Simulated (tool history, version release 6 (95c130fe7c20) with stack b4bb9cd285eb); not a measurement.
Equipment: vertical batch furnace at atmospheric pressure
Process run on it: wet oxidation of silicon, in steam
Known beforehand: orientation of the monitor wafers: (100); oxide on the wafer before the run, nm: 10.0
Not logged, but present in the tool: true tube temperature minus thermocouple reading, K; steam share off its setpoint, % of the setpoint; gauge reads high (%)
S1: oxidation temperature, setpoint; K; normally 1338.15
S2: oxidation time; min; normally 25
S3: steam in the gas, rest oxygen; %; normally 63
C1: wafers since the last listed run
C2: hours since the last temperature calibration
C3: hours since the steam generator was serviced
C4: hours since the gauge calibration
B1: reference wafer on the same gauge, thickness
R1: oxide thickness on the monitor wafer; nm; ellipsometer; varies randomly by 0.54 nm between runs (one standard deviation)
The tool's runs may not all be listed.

Run 1, day 0.000: usual settings but S1 1344.15 K, S3 54 %; C1 0; C2 658.7; C3 704.0; C4 1370.8; B1 258.78. Result: R1 232.12 nm.
Run 2, day 2.754: usual settings but S2 17 min; C1 1211; C2 724.8; C3 770.1; C4 1436.9; B1 259.04. Result: R1 191.50 nm.
Run 3, day 9.312: usual settings but S3 70 %; C1 2884; C2 882.2; C3 927.5; C4 1594.3; B1 258.74. Result: R1 265.45 nm.
Run 4, day 10.825: usual settings but S3 70 %; C1 665; C2 918.5; C3 963.8; C4 1630.6; B1 259.06. Result: R1 265.62 nm.
Run 5, day 15.221: usual settings but S3 70 %; C1 1933; C2 1024.0; C3 1069.3; C4 1736.1; B1 259.07. Result: R1 264.90 nm.
Run 6, day 18.038: usual settings but S2 32 min; C1 1239; C2 1091.6; C3 1136.9; C4 1803.7; B1 259.09. Result: R1 290.58 nm.
Run 7, day 20.204: usual settings but S2 32 min; C1 953; C2 1143.6; C3 1188.9; C4 1855.7; B1 258.90. Result: R1 289.43 nm.
Run 8, day 24.162: usual settings but S2 22 min; C1 1741; C2 1238.6; C3 1283.9; C4 1950.7; B1 259.13. Result: R1 227.15 nm.
Run 9, day 27.708: usual settings but S2 22 min; C1 1559; C2 1323.7; C3 1369.0; C4 2035.8; B1 259.02. Result: R1 227.11 nm.
Run 10, day 30.292: usual settings but S2 22 min; C1 1136; C2 1385.7; C3 1431.0; C4 2097.8; B1 258.88. Result: R1 227.20 nm.
Run 11, day 33.938: usual settings but S2 15 min, S3 56 %; C1 1603; C2 1473.2; C3 1518.5; C4 2185.3; B1 259.14. Result: R1 162.91 nm.
Run 12, day 36.521: usual settings but S2 15 min, S3 56 %; C1 1136; C2 1535.2; C3 1580.5; C4 2247.3; B1 258.79. Result: R1 163.06 nm.
Run 13, day 39.550: usual settings; C1 1332; C2 1607.9; C3 1653.2; C4 2320.0; B1 258.98. Result: R1 248.74 nm.
Run 14, day 42.538: usual settings; C1 1314; C2 1679.6; C3 1724.9; C4 2391.7; B1 259.01. Result: R1 247.10 nm.
At day 43.946: thermocouples replaced and temperature profile calibrated.
Run 15, day 46.075: usual settings; C1 1116; C2 51.1; C3 1809.8; C4 2476.6; B1 258.93. Result: R1 246.91 nm.
Run 16, day 47.938: usual settings but S1 1317.15 K, S2 37 min, S3 70 %; C1 819; C2 95.8; C3 1854.5; C4 2521.3; B1 259.11. Result: R1 298.55 nm.
Run 17, day 51.733: usual settings but S1 1323.15 K, S2 31 min, S3 72 %; C1 1669; C2 186.9; C3 1945.6; C4 2612.4; B1 259.14. Result: R1 282.11 nm.

The next listed run, before its measurement:
At day 54.142: steam generator serviced.
Run 18, day 54.162: usual settings; C1 628; C2 245.2; C3 0.5; C4 2670.7; B1 ?. Result: R1 ?.

Run 18 gave B1 258.81, R1 247.17 nm.
Take away the tool's hidden state, keep the run-to-run variation as it was, and the same run would have given R1 247.17 nm.

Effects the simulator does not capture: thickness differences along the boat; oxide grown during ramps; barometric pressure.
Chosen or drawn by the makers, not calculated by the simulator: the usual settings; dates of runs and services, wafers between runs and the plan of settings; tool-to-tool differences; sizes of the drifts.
